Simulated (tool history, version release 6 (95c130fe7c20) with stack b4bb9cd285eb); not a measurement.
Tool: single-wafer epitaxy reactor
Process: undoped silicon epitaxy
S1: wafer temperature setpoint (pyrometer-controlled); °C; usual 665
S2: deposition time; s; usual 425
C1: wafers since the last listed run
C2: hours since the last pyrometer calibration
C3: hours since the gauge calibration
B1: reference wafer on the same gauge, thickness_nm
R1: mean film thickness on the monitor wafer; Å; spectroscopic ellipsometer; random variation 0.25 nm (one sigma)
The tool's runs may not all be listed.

run	hour	S1	S2	C1	C2	C3	B1	R1
1	0	658	425	0	1795.5	342.6	97.049	826.13
2	30.4	658	425	116	1825.9	373	97.221	822.28
3	65.5	672	425	134	1861	408.1	97.092	1151.05
4	95.6	672	425	114	1891.1	438.2	97.087	1156.56
5	114.5	672	425	72	1910	457.1	97.119	1146.56
6	145.2	665	425	117	1940.7	487.8	97.068	976.56
7	170.5	665	489	96	1966	513.1	97.211	1124.53
8	184.4	665	489	53	1979.9	527	97.055	1131.24
9	197.1	665	489	48	1992.6	539.7	97.009	1123.8
10	211.4	665	425	54	2006.9	554	97.111	974.52
11	234.4	665	425	87	2029.9	577	97.035	979.24
12	255.5	652	462	80	2051	598.1	97.093	772.95
# hour 265: gauge calibrated
13	298.8	665	425	165	2094.3	33.8	97.035	977.81
# hour 311.1: pyrometer calibrated
14	318.6	660	354	45	7.5	53.6	97.084	695.98
15	348.3	665	425	113	37.2	83.3	97.057	940.63
16	374.8	673	348	101	63.7	109.8	97.158	937.55
17	406.4	665	425	120	95.3	141.4	97.098	949.9
18	425.2	659	478	71	114.1	160.2	97.161	925.95
19	439.1	657	425	53	128	174.1	97.059	783.01
20	452	653	495	49	140.9	187	97.245	828.39
21	468.7	677	468	63	157.6	203.7	97.149	1389.11
22	488.2	665	354	74	177.1	223.2	97.116	791.44
23	503.9	665	354	59	192.8	238.9	97.195	793.68

Forecast each of these 3 alternatives for the next run:
A	504.4	665	425	1	193.3	239.4	?	?
B	504.4	661	425	1	193.3	239.4	?	?
C	504.4	671	388	1	193.3	239.4	?	?

run	B1	R1
A	97.102	957.78
B	97.102	869.75
C	97.102	1008.69
Without the tool's hidden state the same runs would have given:
run	R1
A	946.68
B	859.57
C	997.17
